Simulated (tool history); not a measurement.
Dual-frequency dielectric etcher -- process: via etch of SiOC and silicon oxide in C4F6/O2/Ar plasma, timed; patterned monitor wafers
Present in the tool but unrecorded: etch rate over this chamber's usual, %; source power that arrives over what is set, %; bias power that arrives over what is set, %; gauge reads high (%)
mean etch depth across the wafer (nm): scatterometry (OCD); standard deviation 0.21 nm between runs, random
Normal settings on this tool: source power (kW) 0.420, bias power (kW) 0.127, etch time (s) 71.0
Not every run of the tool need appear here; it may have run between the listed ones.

run   hour  source power (kW)  bias power (kW)  etch time (s)  wafers since the last listed run  hours since the last wet clean  hours since the last source power generator calibration  hours since the last bias power generator calibration  hours since the last upper electrode change  hours since the gauge calibration  read-back reference wafer on the same gauge, depth_nm  mean etch depth across the wafer (nm)
  1    0.0              0.420            0.127           71.0                                 0                           182.5                                                   3819.1                                                 1953.3                                       1627.7                               81.9                                                   59.0                                   66.9
  2   12.4              0.420            0.127           71.0                               162                           194.9                                                   3831.5                                                 1965.7                                       1640.1                               94.3                                                   59.0                                   66.5
  3   27.5              0.420            0.127           71.0                               198                           210.0                                                   3846.6                                                 1980.8                                       1655.2                              109.4                                                   59.1                                   66.8
  4   42.2              0.420            0.127           78.5                               193                           224.7                                                   3861.3                                                 1995.5                                       1669.9                              124.1                                                   59.0                                   73.5
  5   72.4              0.420            0.127           78.5                               396                           254.9                                                   3891.5                                                 2025.7                                       1700.1                              154.3                                                   59.0                                   73.7
  6   93.1              0.420            0.127           78.5                               271                           275.6                                                   3912.2                                                 2046.4                                       1720.8                              175.0                                                   59.0                                   74.0
  7  113.9              0.420            0.127           71.0                               273                           296.4                                                   3933.0                                                 2067.2                                       1741.6                              195.8                                                   58.9                                   66.5
  8  137.4              0.420            0.127           71.0                               308                           319.9                                                   3956.5                                                 2090.7                                       1765.1                              219.3                                                   59.0                                   66.1
  9  169.9              0.420            0.127           71.0                               426                           352.4                                                   3989.0                                                 2123.2                                       1797.6                              251.8                                                   59.0                                   66.3
 10  213.6              0.420            0.127           71.0                               574                           396.1                                                   4032.7                                                 2166.9                                       1841.3                              295.5                                                   59.0                                   66.6
 11  232.7              0.420            0.127           71.0                               250                           415.2                                                   4051.8                                                 2186.0                                       1860.4                              314.6                                                   59.0                                   65.7
 12  256.8              0.420            0.127           71.0                               316                           439.3                                                   4075.9                                                 2210.1                                       1884.5                              338.7                                                   59.0                                   65.6
 13  277.2              0.420            0.127           71.0                               268                           459.7                                                   4096.3                                                 2230.5                                       1904.9                              359.1                                                   59.0                                   65.8
 14  296.0              0.360            0.144           62.0                               246                           478.5                                                   4115.1                                                 2249.3                                       1923.7                              377.9                                                   59.0                                   57.6
 15  322.3              0.420            0.127           71.0                               345                           504.8                                                   4141.4                                                 2275.6                                       1950.0                              404.2                                                   59.0                                   65.5
     341.5  -- gauge calibrated
     351.9  -- wet clean of the chamber
 16  358.3              0.420            0.103           88.5                               157                             6.4                                                   4177.4                                                 2311.6                                       1986.0                               16.8                                                   59.0                                   79.3
     390.3  -- upper electrode replaced
 17  391.7              0.500            0.127           71.0                               123                            39.8                                                   4210.8                                                 2345.0                                          1.4                               50.2                                                   59.0                                   70.2
     423.8  -- source power generator calibrated
 18  426.5              0.480            0.127           65.0                               404                            74.6                                                      2.7                                                 2379.8                                         36.2                               85.0                                                   59.0                                   63.5
     440.4  -- bias power generator calibrated
 19  440.7              0.420            0.143           76.5                               134                            88.8                                                     16.9                                                    0.3                                         50.4                               99.2                                                   59.0                                   75.1
 20  465.6              0.420            0.127           89.5                               327                           113.7                                                     41.8                                                   25.2                                         75.3                              124.1                                                   59.0                                   84.5
 21  481.8              0.420            0.127           71.0                               212                           129.9                                                     58.0                                                   41.4                                         91.5                              140.3                                                   59.0                                   66.7
 22  504.6              0.420            0.142           71.0                               299                           152.7                                                     80.8                                                   64.2                                        114.3                              163.1                                                   59.0                                   69.2
 23  525.6              0.490            0.098           50.5                               275                           173.7                                                    101.8                                                   85.2                                        135.3                              184.1                                                   59.0                                   46.0
 24  541.5              0.420            0.103           71.0                               208                           189.6                                                    117.7                                                  101.1                                        151.2                              200.0                                                   59.0                                   63.1
 25  557.3              0.490            0.144           61.0                               207                           205.4                                                    133.5                                                  116.9                                        167.0                              215.8                                                   59.0                                   61.9
 26  575.7              0.380            0.127           85.5                               241                           223.8                                                    151.9                                                  135.3                                        185.4                              234.2                                                   59.0                                   77.9

Predict each of these 3 candidate next runs independently; none follows another, all start after run 26:
  A  576.1              0.420            0.127           71.0                                 5                           224.2                                                    152.3                                                  135.7                                        185.8                              234.6                                                      ?                                      ?
  B  576.1              0.420            0.127           57.0                                 5                           224.2                                                    152.3                                                  135.7                                        185.8                              234.6                                                      ?                                      ?
  C  576.1              0.420            0.127           85.0                                 5                           224.2                                                    152.3                                                  135.7                                        185.8                              234.6                                                      ?                                      ?

run  read-back reference wafer on the same gauge, depth_nm  mean etch depth across the wafer (nm)
  A                                                   59.0                                   66.7
  B                                                   59.0                                   53.5
  C                                                   59.0                                   79.8
The same runs, with their run-to-run variation unchanged, on a tool lacking any hidden condition would have given:
run  mean etch depth across the wafer (nm)
  A                                   67.4
  B                                   54.1
  C                                   80.6
